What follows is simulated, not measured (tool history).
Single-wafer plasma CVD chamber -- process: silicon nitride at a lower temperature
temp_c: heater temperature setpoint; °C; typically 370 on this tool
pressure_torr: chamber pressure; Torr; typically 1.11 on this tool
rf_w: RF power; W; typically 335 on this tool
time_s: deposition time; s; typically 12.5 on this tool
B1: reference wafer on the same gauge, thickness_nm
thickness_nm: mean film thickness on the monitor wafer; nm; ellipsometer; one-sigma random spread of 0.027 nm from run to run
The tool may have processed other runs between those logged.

run 1 day=0 | temp_c=370 pressure_torr=1.11 rf_w=335 time_s=12.5 | B1=16.9 | thickness_nm=14.741
run 2 day=0.388 | temp_c=370 pressure_torr=1.11 rf_w=335 time_s=12.5 | B1=16.903 | thickness_nm=14.701
run 3 day=1.1 | temp_c=370 pressure_torr=1.11 rf_w=335 time_s=12.5 | B1=16.897 | thickness_nm=14.688
run 4 day=1.521 | temp_c=370 pressure_torr=1.11 rf_w=335 time_s=12.5 | B1=16.894 | thickness_nm=14.663
run 5 day=1.912 | temp_c=370 pressure_torr=1.11 rf_w=300 time_s=12.5 | B1=16.899 | thickness_nm=13.809
run 6 day=2.275 | temp_c=359 pressure_torr=1.11 rf_w=335 time_s=12.5 | B1=16.903 | thickness_nm=14.76
run 7 day=2.821 | temp_c=359 pressure_torr=1.11 rf_w=335 time_s=12.5 | B1=16.904 | thickness_nm=14.8
run 8 day=3.546 | temp_c=370 pressure_torr=1.11 rf_w=335 time_s=12.5 | B1=16.903 | thickness_nm=14.669
run 9 day=4.275 | temp_c=370 pressure_torr=1.11 rf_w=335 time_s=12.5 | B1=16.901 | thickness_nm=14.693
run 10 day=4.858 | temp_c=370 pressure_torr=1.11 rf_w=335 time_s=12.5 | B1=16.906 | thickness_nm=14.711
-- day=5.021 gauge calibrated
-- day=5.383 RF generator calibrated
run 11 day=5.446 | temp_c=370 pressure_torr=1.11 rf_w=335 time_s=12.5 | B1=16.901 | thickness_nm=14.706
-- day=7.417 thermocouple changed; heater temperature recalibrated
-- day=7.592 capacitance manometer re-zeroed and calibrated
run 12 day=7.612 | temp_c=370 pressure_torr=1.11 rf_w=335 time_s=12.5 | B1=16.9 | thickness_nm=14.971
run 13 day=8.2 | temp_c=370 pressure_torr=1.11 rf_w=310 time_s=12.5 | B1=16.901 | thickness_nm=14.367
run 14 day=8.896 | temp_c=363 pressure_torr=1.28 rf_w=300 time_s=12.5 | B1=16.902 | thickness_nm=14.808
run 15 day=9.346 | temp_c=370 pressure_torr=1.11 rf_w=395 time_s=12.5 | B1=16.905 | thickness_nm=16.459
run 16 day=10.046 | temp_c=363 pressure_torr=1.11 rf_w=335 time_s=12.5 | B1=16.902 | thickness_nm=15.058
run 17 day=10.646 | temp_c=381 pressure_torr=1.11 rf_w=335 time_s=12.5 | B1=16.892 | thickness_nm=14.9
run 18 day=10.946 | temp_c=370 pressure_torr=1.11 rf_w=335 time_s=12.5 | B1=16.9 | thickness_nm=14.982
run 19 day=11.579 | temp_c=370 pressure_torr=1.11 rf_w=335 time_s=12.5 | B1=16.898 | thickness_nm=14.976
-- day=12.55 showerhead replaced
run 20 day=12.571 | temp_c=380 pressure_torr=1.29 rf_w=285 time_s=12.5 | B1=16.901 | thickness_nm=14.345
run 21 day=12.583 | temp_c=370 pressure_torr=1.11 rf_w=335 time_s=12.5 | B1=16.903 | thickness_nm=14.923
run 22 day=13.262 | temp_c=370 pressure_torr=1.11 rf_w=305 time_s=12.5 | B1=16.901 | thickness_nm=14.194
run 23 day=13.662 | temp_c=370 pressure_torr=1.11 rf_w=335 time_s=10.2 | B1=16.901 | thickness_nm=12.194
run 24 day=14.275 | temp_c=358 pressure_torr=1.31 rf_w=395 time_s=14 | B1=16.899 | thickness_nm=19.509
run 25 day=14.896 | temp_c=374 pressure_torr=0.96 rf_w=335 time_s=14.8 | B1=16.895 | thickness_nm=16.77
run 26 day=15.312 | temp_c=370 pressure_torr=1.11 rf_w=335 time_s=12.5 | B1=16.903 | thickness_nm=14.972
run 27 day=15.621 | temp_c=370 pressure_torr=1.11 rf_w=335 time_s=11.9 | B1=16.899 | thickness_nm=14.282
run 28 day=15.908 | temp_c=383 pressure_torr=1.35 rf_w=290 time_s=11.4 | B1=16.898 | thickness_nm=13.39
-- day=16.038 gauge calibrated
run 29 day=16.3 | temp_c=370 pressure_torr=1.11 rf_w=365 time_s=12.5 | B1=16.903 | thickness_nm=15.737

Each row is a separate what-if for the run after 29, all from the same tool condition, not one after another. Results?
run A day=16.317 | temp_c=370 pressure_torr=1.11 rf_w=270 time_s=12.5 | B1=? | thickness_nm=?
run B day=16.317 | temp_c=370 pressure_torr=1.11 rf_w=335 time_s=13.6 | B1=? | thickness_nm=?
run C day=16.317 | temp_c=384 pressure_torr=1.32 rf_w=335 time_s=11.8 | B1=? | thickness_nm=?
run D day=16.317 | temp_c=361 pressure_torr=1.11 rf_w=335 time_s=14.2 | B1=? | thickness_nm=?

run=A B1=16.898 thickness_nm=13.219
run=B B1=16.898 thickness_nm=16.301
run=C B1=16.898 thickness_nm=14.927
run=D B1=16.898 thickness_nm=17.074
Without the tool's unlogged condition, the same runs would have read:
run=A thickness_nm=13.3
run=B thickness_nm=16.401
run=C thickness_nm=15.013
run=D thickness_nm=17.178
